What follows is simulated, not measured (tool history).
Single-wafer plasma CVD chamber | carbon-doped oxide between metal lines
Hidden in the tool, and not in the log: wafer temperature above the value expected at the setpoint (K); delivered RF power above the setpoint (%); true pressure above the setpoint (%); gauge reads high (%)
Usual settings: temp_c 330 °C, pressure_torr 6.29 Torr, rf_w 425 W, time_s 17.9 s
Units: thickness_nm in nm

run    hour  temp_c  pressure_torr  rf_w  time_s  wafers since the last listed run  hours since the last thermocouple change  hours since the last RF generator calibration  hours since the last manometer calibration  hours since the showerhead was replaced  hours since the gauge calibration  read-back reference wafer on the same gauge, thickness_nm  thickness_nm
  1     0.0     330           6.29   425    17.9                                 0                                    2286.4                                          476.0                                       773.0                                   6388.4                               62.1                                                     93.206        86.602
  2    97.3     330           6.29   425    17.9                              2108                                    2383.7                                          573.3                                       870.3                                   6485.7                              159.4                                                     93.145        86.800
  3   137.3     330           6.29   425    17.9                               866                                    2423.7                                          613.3                                       910.3                                   6525.7                              199.4                                                     93.164        86.736
  4   229.7     330           6.29   425    20.1                              2001                                    2516.1                                          705.7                                      1002.7                                   6618.1                              291.8                                                     93.146        96.145
  5   335.7     330           6.29   425    20.1                              2296                                    2622.1                                          811.7                                      1108.7                                   6724.1                              397.8                                                     93.149        96.196
  6   402.2     330           6.29   425    20.1                              1440                                    2688.6                                          878.2                                      1175.2                                   6790.6                              464.3                                                     93.132        96.413
  7   455.2     330           6.29   425    17.9                              1148                                    2741.6                                          931.2                                      1228.2                                   6843.6                              517.3                                                     93.166        85.948
      526.9  -- RF generator calibrated
  8   527.4     330           6.29   425    17.9                              1390                                    2813.8                                            0.5                                      1300.4                                   6915.8                              589.5                                                     93.235        87.864
  9   618.5     330           5.41   425    17.9                              1973                                    2904.9                                           91.6                                      1391.5                                   7006.9                              680.6                                                     93.236        85.985
 10   705.7     330           6.29   425    17.9                              1889                                    2992.1                                          178.8                                      1478.7                                   7094.1                              767.8                                                     93.209        86.703
      727.9  -- capacitance manometer re-zeroed and calibrated
      731.2  -- thermocouple changed; heater temperature recalibrated
      738.1  -- gauge calibrated
      739.8  -- showerhead replaced
 11   803.9     319           6.29   365    17.9                              1710                                      72.7                                          277.0                                        76.0                                     64.1                               65.8                                                     93.235        81.345
 12   889.0     330           6.29   425    20.1                              1843                                     157.8                                          362.1                                       161.1                                    149.2                              150.9                                                     93.160        96.971
 13   939.1     330           7.03   425    19.5                              1085                                     207.9                                          412.2                                       211.2                                    199.3                              201.0                                                     93.210        95.642
 14   993.9     330           6.29   425    17.9                              1187                                     262.7                                          467.0                                       266.0                                    254.1                              255.8                                                     93.233        86.901
 15  1065.2     316           6.29   475    16.4                              1544                                     334.0                                          538.3                                       337.3                                    325.4                              327.1                                                     93.208        89.694
 16  1138.2     330           5.30   425    20.0                              1581                                     407.0                                          611.3                                       410.3                                    398.4                              400.1                                                     93.195        94.197

5 ways to go on from here, each from the tool as it stands after run 16. What would each give?
  A  1138.6     330           6.29   425    17.9                                 8                                     407.4                                          611.7                                       410.7                                    398.8                              400.5                                                          ?             ?
  B  1138.6     336           7.61   485    17.9                                 8                                     407.4                                          611.7                                       410.7                                    398.8                              400.5                                                          ?             ?
  C  1138.6     316           4.91   425    17.9                                 8                                     407.4                                          611.7                                       410.7                                    398.8                              400.5                                                          ?             ?
  D  1138.6     330           5.06   425    17.9                                 8                                     407.4                                          611.7                                       410.7                                    398.8                              400.5                                                          ?             ?
  E  1138.6     317           6.87   425    19.0                                 8                                     407.4                                          611.7                                       410.7                                    398.8                              400.5                                                          ?             ?

run  read-back reference wafer on the same gauge, thickness_nm  thickness_nm
  A                                                     93.271        86.413
  B                                                     93.271        94.102
  C                                                     93.271        87.763
  D                                                     93.271        84.166
  E                                                     93.271        96.292
Without the tool's hidden state the same runs would have given:
run  thickness_nm
  A        87.823
  B        95.427
  C        89.195
  D        85.540
  E        97.863

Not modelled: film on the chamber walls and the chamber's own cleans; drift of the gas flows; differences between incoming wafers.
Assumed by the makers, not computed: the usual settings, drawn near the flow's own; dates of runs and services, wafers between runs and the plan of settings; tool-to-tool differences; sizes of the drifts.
